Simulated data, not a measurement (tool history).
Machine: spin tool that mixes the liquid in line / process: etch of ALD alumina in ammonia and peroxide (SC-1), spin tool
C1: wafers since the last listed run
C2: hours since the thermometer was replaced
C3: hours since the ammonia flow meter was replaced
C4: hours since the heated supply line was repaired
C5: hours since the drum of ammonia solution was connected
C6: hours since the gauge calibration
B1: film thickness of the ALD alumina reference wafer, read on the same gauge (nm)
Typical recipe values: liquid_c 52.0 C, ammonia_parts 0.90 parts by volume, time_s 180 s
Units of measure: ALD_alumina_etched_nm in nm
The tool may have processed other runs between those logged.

Run 1, hour 0.0: usual settings but ammonia_parts 1.05 parts by volume; C1 0; C2 20.0; C3 6.7; C4 2782.8; C5 812.0; C6 187.6; B1 150.03. Result: ALD_alumina_etched_nm 8.30 nm.
Run 2, hour 24.7: usual settings but ammonia_parts 1.05 parts by volume; C1 131; C2 44.7; C3 31.4; C4 2807.5; C5 836.7; C6 212.3; B1 150.03. Result: ALD_alumina_etched_nm 8.28 nm.
Run 3, hour 51.7: usual settings but ammonia_parts 1.05 parts by volume; C1 143; C2 71.7; C3 58.4; C4 2834.5; C5 863.7; C6 239.3; B1 149.99. Result: ALD_alumina_etched_nm 8.29 nm.
Run 4, hour 78.4: usual settings; C1 141; C2 98.4; C3 85.1; C4 2861.2; C5 890.4; C6 266.0; B1 150.00. Result: ALD_alumina_etched_nm 8.16 nm.
Run 5, hour 107.8: usual settings but time_s 145 s; C1 156; C2 127.8; C3 114.5; C4 2890.6; C5 919.8; C6 295.4; B1 149.98. Result: ALD_alumina_etched_nm 6.58 nm.
At hour 114.0: heated supply line repaired.
Run 6, hour 128.2: usual settings but time_s 220 s; C1 103; C2 148.2; C3 134.9; C4 14.2; C5 940.2; C6 315.8; B1 149.99. Result: ALD_alumina_etched_nm 10.80 nm.
Run 7, hour 163.4: usual settings; C1 187; C2 183.4; C3 170.1; C4 49.4; C5 975.4; C6 351.0; B1 150.01. Result: ALD_alumina_etched_nm 8.81 nm.
At hour 177.6: new drum of ammonia solution connected.
Run 8, hour 199.3: usual settings but liquid_c 45.0 C, time_s 285 s; C1 185; C2 219.3; C3 206.0; C4 85.3; C5 21.7; C6 386.9; B1 149.97. Result: ALD_alumina_etched_nm 9.46 nm.
Run 9, hour 221.8: usual settings; C1 119; C2 241.8; C3 228.5; C4 107.8; C5 44.2; C6 409.4; B1 149.99. Result: ALD_alumina_etched_nm 8.75 nm.
Run 10, hour 235.1: usual settings but ammonia_parts 0.65 parts by volume, time_s 225 s; C1 70; C2 255.1; C3 241.8; C4 121.1; C5 57.5; C6 422.7; B1 150.01. Result: ALD_alumina_etched_nm 10.72 nm.
Run 11, hour 269.9: usual settings but liquid_c 43.5 C, ammonia_parts 1.20 parts by volume, time_s 265 s; C1 185; C2 289.9; C3 276.6; C4 155.9; C5 92.3; C6 457.5; B1 150.02. Result: ALD_alumina_etched_nm 8.24 nm.
Run 12, hour 300.2: usual settings but liquid_c 49.0 C; C1 161; C2 320.2; C3 306.9; C4 186.2; C5 122.6; C6 487.8; B1 150.01. Result: ALD_alumina_etched_nm 7.49 nm.
Run 13, hour 318.9: usual settings but time_s 120 s; C1 99; C2 338.9; C3 325.6; C4 204.9; C5 141.3; C6 506.5; B1 150.01. Result: ALD_alumina_etched_nm 5.85 nm.
Run 14, hour 348.3: usual settings but liquid_c 47.0 C; C1 156; C2 368.3; C3 355.0; C4 234.3; C5 170.7; C6 535.9; B1 150.00. Result: ALD_alumina_etched_nm 6.71 nm.
Run 15, hour 371.1: usual settings but liquid_c 49.0 C, ammonia_parts 1.05 parts by volume, time_s 275 s; C1 121; C2 391.1; C3 377.8; C4 257.1; C5 193.5; C6 558.7; B1 150.01. Result: ALD_alumina_etched_nm 11.52 nm.
Run 16, hour 400.8: usual settings; C1 157; C2 420.8; C3 407.5; C4 286.8; C5 223.2; C6 588.4; B1 149.99. Result: ALD_alumina_etched_nm 8.76 nm.
Run 17, hour 434.1: usual settings but liquid_c 57.0 C, time_s 290 s; C1 177; C2 454.1; C3 440.8; C4 320.1; C5 256.5; C6 621.7; B1 150.00. Result: ALD_alumina_etched_nm 18.37 nm.
Run 18, hour 447.7: usual settings but time_s 140 s; C1 72; C2 467.7; C3 454.4; C4 333.7; C5 270.1; C6 635.3; B1 150.03. Result: ALD_alumina_etched_nm 6.79 nm.
Run 19, hour 466.1: usual settings but liquid_c 57.0 C, ammonia_parts 1.00 parts by volume, time_s 115 s; C1 97; C2 486.1; C3 472.8; C4 352.1; C5 288.5; C6 653.7; B1 149.96. Result: ALD_alumina_etched_nm 7.33 nm.
Run 20, hour 499.0: usual settings but liquid_c 58.5 C; C1 174; C2 519.0; C3 505.7; C4 385.0; C5 321.4; C6 686.6; B1 149.99. Result: ALD_alumina_etched_nm 12.29 nm.
Run 21, hour 519.4: usual settings but ammonia_parts 0.45 parts by volume, time_s 255 s; C1 108; C2 539.4; C3 526.1; C4 405.4; C5 341.8; C6 707.0; B1 150.00. Result: ALD_alumina_etched_nm 11.59 nm.
Run 22, hour 544.9: usual settings but liquid_c 49.0 C, time_s 120 s; C1 135; C2 564.9; C3 551.6; C4 430.9; C5 367.3; C6 732.5; B1 150.01. Result: ALD_alumina_etched_nm 4.95 nm.
Run 23, hour 574.1: usual settings but liquid_c 44.0 C, ammonia_parts 1.20 parts by volume, time_s 275 s; C1 155; C2 594.1; C3 580.8; C4 460.1; C5 396.5; C6 761.7; B1 149.99. Result: ALD_alumina_etched_nm 8.82 nm.
Run 24, hour 598.9: usual settings but liquid_c 61.0 C, ammonia_parts 1.05 parts by volume, time_s 260 s; C1 131; C2 618.9; C3 605.6; C4 484.9; C5 421.3; C6 786.5; B1 150.01. Result: ALD_alumina_etched_nm 20.52 nm.

Alternative continuations, all from the tool just after run 24; predict every row:
Run A, hour 599.4: usual settings but time_s 115 s; C1 2; C2 619.4; C3 606.1; C4 485.4; C5 421.8; C6 787.0; B1 ?. Result: ALD_alumina_etched_nm ?.
Run B, hour 599.4: usual settings but ammonia_parts 1.20 parts by volume, time_s 115 s; C1 2; C2 619.4; C3 606.1; C4 485.4; C5 421.8; C6 787.0; B1 ?. Result: ALD_alumina_etched_nm ?.
Run C, hour 599.4: usual settings but liquid_c 48.0 C, ammonia_parts 1.20 parts by volume, time_s 105 s; C1 2; C2 619.4; C3 606.1; C4 485.4; C5 421.8; C6 787.0; B1 ?. Result: ALD_alumina_etched_nm ?.
Run D, hour 599.4: usual settings but liquid_c 42.5 C, ammonia_parts 0.65 parts by volume, time_s 235 s; C1 2; C2 619.4; C3 606.1; C4 485.4; C5 421.8; C6 787.0; B1 ?. Result: ALD_alumina_etched_nm ?.
Run E, hour 599.4: usual settings but liquid_c 42.0 C, ammonia_parts 0.60 parts by volume, time_s 140 s; C1 2; C2 619.4; C3 606.1; C4 485.4; C5 421.8; C6 787.0; B1 ?. Result: ALD_alumina_etched_nm ?.

run      B1  ALD_alumina_etched_nm
  A  149.96                   5.56
  B  149.96                   5.71
  C  149.96                   4.18
  D  149.96                   6.46
  E  149.96                   3.71
Stripped of hidden state, with their random variation kept, the same runs would have yielded:
run  ALD_alumina_etched_nm
  A                   5.66
  B                   5.82
  C                   4.26
  D                   6.58
  E                   3.78

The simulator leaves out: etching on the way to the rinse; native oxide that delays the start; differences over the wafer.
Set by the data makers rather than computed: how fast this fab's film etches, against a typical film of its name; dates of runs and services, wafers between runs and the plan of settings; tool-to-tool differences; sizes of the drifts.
